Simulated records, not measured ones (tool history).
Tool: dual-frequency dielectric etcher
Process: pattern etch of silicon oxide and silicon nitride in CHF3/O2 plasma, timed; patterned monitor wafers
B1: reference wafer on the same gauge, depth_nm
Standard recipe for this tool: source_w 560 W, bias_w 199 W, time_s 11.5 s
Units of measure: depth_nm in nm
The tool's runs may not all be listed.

Run 1, hour 0.0: usual settings but bias_w 159 W; B1 18.62. Result: depth_nm 14.68 nm.
Run 2, hour 58.6: usual settings but bias_w 159 W; B1 18.60. Result: depth_nm 15.01 nm.
Run 3, hour 99.6: usual settings; B1 18.59. Result: depth_nm 16.62 nm.
Run 4, hour 134.5: usual settings; B1 18.61. Result: depth_nm 16.64 nm.
Run 5, hour 189.2: usual settings but time_s 10.0 s; B1 18.60. Result: depth_nm 14.43 nm.
At hour 216.9: wet clean of the chamber.
Run 6, hour 251.7: usual settings but time_s 10.0 s; B1 18.58. Result: depth_nm 13.93 nm.
Run 7, hour 293.5: usual settings but source_w 470 W; B1 18.59. Result: depth_nm 15.28 nm.
Run 8, hour 351.7: usual settings but source_w 470 W; B1 18.61. Result: depth_nm 15.43 nm.
Run 9, hour 400.0: usual settings but source_w 470 W; B1 18.60. Result: depth_nm 15.50 nm.
Run 10, hour 441.6: usual settings; B1 18.58. Result: depth_nm 16.63 nm.
At hour 481.0: source power generator calibrated.
Run 11, hour 482.6: usual settings; B1 18.60. Result: depth_nm 16.62 nm.
Run 12, hour 541.6: usual settings; B1 18.59. Result: depth_nm 16.67 nm.
Run 13, hour 606.7: usual settings but time_s 14.0 s; B1 18.60. Result: depth_nm 20.31 nm.
Run 14, hour 676.6: usual settings but time_s 14.0 s; B1 18.59. Result: depth_nm 20.54 nm.
At hour 703.0: bias power generator calibrated.
Run 15, hour 736.2: usual settings; B1 18.59. Result: depth_nm 16.77 nm.
At hour 800.3: wet clean of the chamber.
Run 16, hour 800.8: usual settings; B1 18.57. Result: depth_nm 16.08 nm.
At hour 807.4: gauge calibrated.
Run 17, hour 825.1: usual settings; B1 18.61. Result: depth_nm 15.91 nm.
Run 18, hour 863.7: usual settings but bias_w 154 W, time_s 9.5 s; B1 18.60. Result: depth_nm 11.82 nm.
Run 19, hour 931.4: usual settings but bias_w 154 W, time_s 9.5 s; B1 18.60. Result: depth_nm 11.81 nm.
Run 20, hour 981.2: usual settings but source_w 480 W, time_s 12.5 s; B1 18.61. Result: depth_nm 16.85 nm.
Run 21, hour 1047.6: usual settings but source_w 440 W, time_s 10.5 s; B1 18.60. Result: depth_nm 13.60 nm.
Run 22, hour 1111.2: usual settings but source_w 460 W, bias_w 172 W, time_s 8.0 s; B1 18.60. Result: depth_nm 10.11 nm.
Run 23, hour 1160.1: usual settings but bias_w 228 W, time_s 9.5 s; B1 18.62. Result: depth_nm 14.35 nm.
At hour 1235.4: upper electrode replaced.
Run 24, hour 1235.9: usual settings but source_w 640 W, time_s 9.5 s; B1 18.60. Result: depth_nm 14.34 nm.
Run 25, hour 1275.6: usual settings; B1 18.59. Result: depth_nm 16.68 nm.
At hour 1305.0: wet clean of the chamber.
Run 26, hour 1344.8: usual settings but time_s 14.5 s; B1 18.59. Result: depth_nm 20.72 nm.
Run 27, hour 1414.5: usual settings but source_w 600 W, bias_w 237 W, time_s 9.5 s; B1 18.61. Result: depth_nm 14.93 nm.
Run 28, hour 1441.0: usual settings; B1 18.60. Result: depth_nm 16.60 nm.
Run 29, hour 1559.3: usual settings but source_w 520 W, bias_w 164 W, time_s 8.5 s; B1 18.60. Result: depth_nm 11.09 nm.
Run 30, hour 1606.4: usual settings; B1 18.62. Result: depth_nm 16.76 nm.
Run 31, hour 1644.6: usual settings but bias_w 156 W; B1 18.61. Result: depth_nm 15.18 nm.

How would selected steps in depth_nm from run to run divide? Give the signed amount a tool lacking its hidden state would still show from settings, what came in and random variation, and the signed amount left for the hidden state, including any gauge scatter that is not in both of the compared results.
Hidden conditions of the tool in this case: etch rate over this chamber's usual, %; source power that arrives over what is set, %; bias power that arrives over what is set, %; gauge reads high (%).
Run 5 -> 6: wet clean of the chamber. depth_nm -0.50 nm: hidden state -0.45, all else -0.05.
Run 15 -> 16: wet clean of the chamber. depth_nm -0.69 nm: hidden state -0.96, all else +0.27.
Run 25 -> 26: time_s 11.5 -> 14.5, wet clean of the chamber. depth_nm +4.04 nm: hidden state -0.28, all else +4.32.
Run 26 -> 27: source_w 560 -> 600, bias_w 199 -> 237, time_s 14.5 -> 9.5. depth_nm -5.79 nm: hidden state +0.02, all else -5.81.
Run 28 -> 29: source_w 560 -> 520, bias_w 199 -> 164, time_s 11.5 -> 8.5. depth_nm -5.51 nm: hidden state -0.01, all else -5.50.
Run 29 -> 30: source_w 520 -> 560, bias_w 164 -> 199, time_s 8.5 -> 11.5. depth_nm +5.67 nm: hidden state +0.25, all else +5.42.
